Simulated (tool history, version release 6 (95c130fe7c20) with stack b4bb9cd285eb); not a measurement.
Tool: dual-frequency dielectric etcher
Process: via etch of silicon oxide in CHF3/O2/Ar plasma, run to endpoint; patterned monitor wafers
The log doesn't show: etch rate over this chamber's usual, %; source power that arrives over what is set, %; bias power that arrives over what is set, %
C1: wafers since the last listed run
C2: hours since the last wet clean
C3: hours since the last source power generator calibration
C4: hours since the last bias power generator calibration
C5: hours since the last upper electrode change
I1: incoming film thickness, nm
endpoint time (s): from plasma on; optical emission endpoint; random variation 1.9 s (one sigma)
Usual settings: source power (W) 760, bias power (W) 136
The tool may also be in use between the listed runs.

run 1 day=0.000 | source_power_(W)=830 bias_power_(W)=136 | C1=0 C2=12.0 C3=2887.2 C4=1468.9 C5=1886.8 | I1=650.0 | endpoint_time_(s)=283.2
run 2 day=0.583 | source_power_(W)=830 bias_power_(W)=136 | C1=78 C2=26.0 C3=2901.2 C4=1482.9 C5=1900.8 | I1=655.2 | endpoint_time_(s)=284.9
run 3 day=1.358 | source_power_(W)=830 bias_power_(W)=136 | C1=104 C2=44.6 C3=2919.8 C4=1501.5 C5=1919.4 | I1=654.9 | endpoint_time_(s)=284.5
run 4 day=1.904 | source_power_(W)=680 bias_power_(W)=144 | C1=73 C2=57.7 C3=2932.9 C4=1514.6 C5=1932.5 | I1=651.0 | endpoint_time_(s)=300.0
run 5 day=3.104 | source_power_(W)=680 bias_power_(W)=144 | C1=161 C2=86.5 C3=2961.7 C4=1543.4 C5=1961.3 | I1=654.1 | endpoint_time_(s)=302.8
run 6 day=3.996 | source_power_(W)=880 bias_power_(W)=163 | C1=120 C2=107.9 C3=2983.1 C4=1564.8 C5=1982.7 | I1=657.0 | endpoint_time_(s)=265.5
run 7 day=4.629 | source_power_(W)=880 bias_power_(W)=163 | C1=85 C2=123.1 C3=2998.3 C4=1580.0 C5=1997.9 | I1=659.7 | endpoint_time_(s)=268.9
run 8 day=5.300 | source_power_(W)=760 bias_power_(W)=136 | C1=90 C2=139.2 C3=3014.4 C4=1596.1 C5=2014.0 | I1=656.9 | endpoint_time_(s)=297.2
run 9 day=6.079 | source_power_(W)=760 bias_power_(W)=136 | C1=105 C2=157.9 C3=3033.1 C4=1614.8 C5=2032.7 | I1=657.9 | endpoint_time_(s)=299.6
run 10 day=7.058 | source_power_(W)=760 bias_power_(W)=136 | C1=132 C2=181.4 C3=3056.6 C4=1638.3 C5=2056.2 | I1=657.4 | endpoint_time_(s)=300.8
run 11 day=7.812 | source_power_(W)=760 bias_power_(W)=136 | C1=101 C2=199.5 C3=3074.7 C4=1656.4 C5=2074.3 | I1=654.8 | endpoint_time_(s)=299.1
run 12 day=8.888 | source_power_(W)=760 bias_power_(W)=136 | C1=145 C2=225.3 C3=3100.5 C4=1682.2 C5=2100.1 | I1=644.5 | endpoint_time_(s)=296.0
run 13 day=9.579 | source_power_(W)=760 bias_power_(W)=136 | C1=93 C2=241.9 C3=3117.1 C4=1698.8 C5=2116.7 | I1=656.5 | endpoint_time_(s)=301.7

Forecast run 14:
run 14 day=11.038 | source_power_(W)=860 bias_power_(W)=123 | C1=196 C2=276.9 C3=3152.1 C4=1733.8 C5=2151.7 | I1=659.4 | endpoint_time_(s)=?

{"run 14": {"endpoint time (s)": 297.2}}
Without the tool's hidden state the same run would have given endpoint time (s) 286.1.
